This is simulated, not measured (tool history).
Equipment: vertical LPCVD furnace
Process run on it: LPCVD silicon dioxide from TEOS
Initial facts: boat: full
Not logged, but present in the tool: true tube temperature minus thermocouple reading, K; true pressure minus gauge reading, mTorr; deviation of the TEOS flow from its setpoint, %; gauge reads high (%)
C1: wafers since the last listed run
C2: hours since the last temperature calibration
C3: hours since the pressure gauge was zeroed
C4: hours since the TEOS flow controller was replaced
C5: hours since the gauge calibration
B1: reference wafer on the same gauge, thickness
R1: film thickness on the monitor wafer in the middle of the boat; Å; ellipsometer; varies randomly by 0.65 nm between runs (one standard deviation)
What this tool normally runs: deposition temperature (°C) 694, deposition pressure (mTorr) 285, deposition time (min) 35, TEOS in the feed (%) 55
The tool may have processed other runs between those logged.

{"run": 1, "day": 0.0, "deposition temperature (°C)": 694, "deposition pressure (mTorr)": 285, "deposition time (min)": 35, "TEOS in the feed (%)": 55, "C1": 0, "C2": 2849.7, "C3": 2971.8, "C4": 4343.8, "C5": 462.7, "B1": 182.07, "R1": 2199.8}
{"run": 2, "day": 2.858, "deposition temperature (°C)": 694, "deposition pressure (mTorr)": 285, "deposition time (min)": 35, "TEOS in the feed (%)": 55, "C1": 1173, "C2": 2918.3, "C3": 3040.4, "C4": 4412.4, "C5": 531.3, "B1": 181.85, "R1": 2207.3}
{"run": 3, "day": 4.508, "deposition temperature (°C)": 694, "deposition pressure (mTorr)": 260, "deposition time (min)": 35, "TEOS in the feed (%)": 55, "C1": 677, "C2": 2957.9, "C3": 3080, "C4": 4452, "C5": 570.9, "B1": 181.92, "R1": 2111}
{"run": 4, "day": 7.508, "deposition temperature (°C)": 694, "deposition pressure (mTorr)": 260, "deposition time (min)": 35, "TEOS in the feed (%)": 55, "C1": 1231, "C2": 3029.9, "C3": 3152, "C4": 4524, "C5": 642.9, "B1": 182.29, "R1": 2120.5}
{"run": 5, "day": 11.533, "deposition temperature (°C)": 694, "deposition pressure (mTorr)": 285, "deposition time (min)": 35, "TEOS in the feed (%)": 55, "C1": 1652, "C2": 3126.5, "C3": 3248.6, "C4": 4620.6, "C5": 739.5, "B1": 182.01, "R1": 2230.7}
{"run": 6, "day": 14.592, "deposition temperature (°C)": 694, "deposition pressure (mTorr)": 285, "deposition time (min)": 35, "TEOS in the feed (%)": 55, "C1": 1255, "C2": 3199.9, "C3": 3322, "C4": 4694, "C5": 812.9, "B1": 182.03, "R1": 2229.4}
{"run": 7, "day": 17.367, "deposition temperature (°C)": 694, "deposition pressure (mTorr)": 285, "deposition time (min)": 35, "TEOS in the feed (%)": 55, "C1": 1139, "C2": 3266.5, "C3": 3388.6, "C4": 4760.6, "C5": 879.5, "B1": 182.09, "R1": 2230}
{"day": 21.758, "done": "thermocouples replaced and temperature profile calibrated"}
{"run": 8, "day": 21.779, "deposition temperature (°C)": 694, "deposition pressure (mTorr)": 285, "deposition time (min)": 35, "TEOS in the feed (%)": 55, "C1": 1401, "C2": 0.5, "C3": 3494.5, "C4": 4866.5, "C5": 985.4, "B1": 182.16, "R1": 2120.5}
{"run": 9, "day": 23.796, "deposition temperature (°C)": 694, "deposition pressure (mTorr)": 285, "deposition time (min)": 35, "TEOS in the feed (%)": 55, "C1": 827, "C2": 48.9, "C3": 3542.9, "C4": 4914.9, "C5": 1033.8, "B1": 182, "R1": 2124.5}
{"run": 10, "day": 26.671, "deposition temperature (°C)": 694, "deposition pressure (mTorr)": 335, "deposition time (min)": 35, "TEOS in the feed (%)": 53, "C1": 1180, "C2": 117.9, "C3": 3611.9, "C4": 4983.9, "C5": 1102.8, "B1": 182.18, "R1": 2247.5}
{"day": 28.483, "done": "pressure gauge zeroed"}
{"run": 11, "day": 29.729, "deposition temperature (°C)": 694, "deposition pressure (mTorr)": 335, "deposition time (min)": 35, "TEOS in the feed (%)": 53, "C1": 845, "C2": 191.3, "C3": 29.9, "C4": 5057.3, "C5": 1176.2, "B1": 181.89, "R1": 2249.7}
{"run": 12, "day": 31.875, "deposition temperature (°C)": 694, "deposition pressure (mTorr)": 285, "deposition time (min)": 35, "TEOS in the feed (%)": 55, "C1": 881, "C2": 242.8, "C3": 81.4, "C4": 5108.8, "C5": 1227.7, "B1": 182.08, "R1": 2118.6}
{"day": 34.033, "done": "TEOS flow controller replaced"}
{"run": 13, "day": 34.054, "deposition temperature (°C)": 694, "deposition pressure (mTorr)": 285, "deposition time (min)": 35, "TEOS in the feed (%)": 55, "C1": 484, "C2": 295.1, "C3": 133.7, "C4": 0.5, "C5": 1280, "B1": 181.84, "R1": 2129.8}
{"run": 14, "day": 35.333, "deposition temperature (°C)": 694, "deposition pressure (mTorr)": 285, "deposition time (min)": 22.5, "TEOS in the feed (%)": 55, "C1": 525, "C2": 325.8, "C3": 164.4, "C4": 31.2, "C5": 1310.7, "B1": 182.15, "R1": 1364.1}
{"run": 15, "day": 37.633, "deposition temperature (°C)": 704, "deposition pressure (mTorr)": 330, "deposition time (min)": 22.5, "TEOS in the feed (%)": 59, "C1": 944, "C2": 381, "C3": 219.6, "C4": 86.4, "C5": 1365.9, "B1": 182.18, "R1": 1914.6}
{"run": 16, "day": 39.604, "deposition temperature (°C)": 688, "deposition pressure (mTorr)": 285, "deposition time (min)": 35, "TEOS in the feed (%)": 55, "C1": 809, "C2": 428.3, "C3": 266.9, "C4": 133.7, "C5": 1413.2, "B1": 182.19, "R1": 1845.6}
{"run": 17, "day": 42.017, "deposition temperature (°C)": 694, "deposition pressure (mTorr)": 285, "deposition time (min)": 35, "TEOS in the feed (%)": 55, "C1": 990, "C2": 486.2, "C3": 324.8, "C4": 191.6, "C5": 1471.1, "B1": 182.09, "R1": 2131.2}
{"day": 42.246, "done": "gauge calibrated"}
{"run": 18, "day": 44.242, "deposition temperature (°C)": 694, "deposition pressure (mTorr)": 285, "deposition time (min)": 35, "TEOS in the feed (%)": 55, "C1": 913, "C2": 539.6, "C3": 378.2, "C4": 245, "C5": 47.9, "B1": 182.2, "R1": 2128}
{"run": 19, "day": 47.475, "deposition temperature (°C)": 698, "deposition pressure (mTorr)": 225, "deposition time (min)": 42.5, "TEOS in the feed (%)": 55, "C1": 1327, "C2": 617.2, "C3": 455.8, "C4": 322.6, "C5": 125.5, "B1": 181.99, "R1": 2508.8}
{"run": 20, "day": 49.929, "deposition temperature (°C)": 705, "deposition pressure (mTorr)": 225, "deposition time (min)": 35, "TEOS in the feed (%)": 55, "C1": 1007, "C2": 676.1, "C3": 514.7, "C4": 381.5, "C5": 184.4, "B1": 182.08, "R1": 2429.5}
{"run": 21, "day": 51.671, "deposition temperature (°C)": 694, "deposition pressure (mTorr)": 285, "deposition time (min)": 35, "TEOS in the feed (%)": 47, "C1": 715, "C2": 717.9, "C3": 556.5, "C4": 423.3, "C5": 226.2, "B1": 181.79, "R1": 1965.3}
{"run": 22, "day": 53.692, "deposition temperature (°C)": 694, "deposition pressure (mTorr)": 285, "deposition time (min)": 35, "TEOS in the feed (%)": 55, "C1": 829, "C2": 766.4, "C3": 605, "C4": 471.8, "C5": 274.7, "B1": 182.25, "R1": 2115.7}
{"run": 23, "day": 55.308, "deposition temperature (°C)": 694, "deposition pressure (mTorr)": 285, "deposition time (min)": 35, "TEOS in the feed (%)": 58, "C1": 663, "C2": 805.2, "C3": 643.8, "C4": 510.6, "C5": 313.5, "B1": 182.11, "R1": 2182.3}
{"run": 24, "day": 59.788, "deposition temperature (°C)": 700, "deposition pressure (mTorr)": 285, "deposition time (min)": 35, "TEOS in the feed (%)": 47, "C1": 1839, "C2": 912.7, "C3": 751.3, "C4": 618.1, "C5": 421, "B1": 182, "R1": 2267.9}
{"run": 25, "day": 61.867, "deposition temperature (°C)": 694, "deposition pressure (mTorr)": 285, "deposition time (min)": 35, "TEOS in the feed (%)": 55, "C1": 853, "C2": 962.6, "C3": 801.2, "C4": 668, "C5": 470.9, "B1": 182.04, "R1": 2128.5}
{"run": 26, "day": 64.171, "deposition temperature (°C)": 703, "deposition pressure (mTorr)": 250, "deposition time (min)": 35, "TEOS in the feed (%)": 55, "C1": 946, "C2": 1017.9, "C3": 856.5, "C4": 723.3, "C5": 526.2, "B1": 182.1, "R1": 2461.8}
{"run": 27, "day": 65.779, "deposition temperature (°C)": 694, "deposition pressure (mTorr)": 285, "deposition time (min)": 35, "TEOS in the feed (%)": 55, "C1": 660, "C2": 1056.5, "C3": 895.1, "C4": 761.9, "C5": 564.8, "B1": 181.9, "R1": 2131.4}

Forecast each of these 5 alternatives for the next run:
{"run": "A", "day": 65.954, "deposition temperature (°C)": 694, "deposition pressure (mTorr)": 285, "deposition time (min)": 35, "TEOS in the feed (%)": 55, "C1": 71, "C2": 1060.7, "C3": 899.3, "C4": 766.1, "C5": 569, "B1": "?", "R1": "?"}
{"run": "B", "day": 65.954, "deposition temperature (°C)": 694, "deposition pressure (mTorr)": 250, "deposition time (min)": 35, "TEOS in the feed (%)": 55, "C1": 71, "C2": 1060.7, "C3": 899.3, "C4": 766.1, "C5": 569, "B1": "?", "R1": "?"}
{"run": "C", "day": 65.954, "deposition temperature (°C)": 704, "deposition pressure (mTorr)": 225, "deposition time (min)": 29.5, "TEOS in the feed (%)": 47, "C1": 71, "C2": 1060.7, "C3": 899.3, "C4": 766.1, "C5": 569, "B1": "?", "R1": "?"}
{"run": "D", "day": 65.954, "deposition temperature (°C)": 694, "deposition pressure (mTorr)": 285, "deposition time (min)": 35, "TEOS in the feed (%)": 62, "C1": 71, "C2": 1060.7, "C3": 899.3, "C4": 766.1, "C5": 569, "B1": "?", "R1": "?"}
{"run": "E", "day": 65.954, "deposition temperature (°C)": 703, "deposition pressure (mTorr)": 285, "deposition time (min)": 35, "TEOS in the feed (%)": 55, "C1": 71, "C2": 1060.7, "C3": 899.3, "C4": 766.1, "C5": 569, "B1": "?", "R1": "?"}

run=A B1=181.85 R1=2132.1
run=B B1=181.85 R1=1996.9
run=C B1=181.85 R1=1863
run=D B1=181.85 R1=2263.7
run=E B1=181.85 R1=2629.7
Take away the tool's hidden state, keep each run's random variation, and the runs would have read:
run=A R1=2105.3
run=B R1=1971.8
run=C R1=1840
run=D R1=2235.2
run=E R1=2597.2
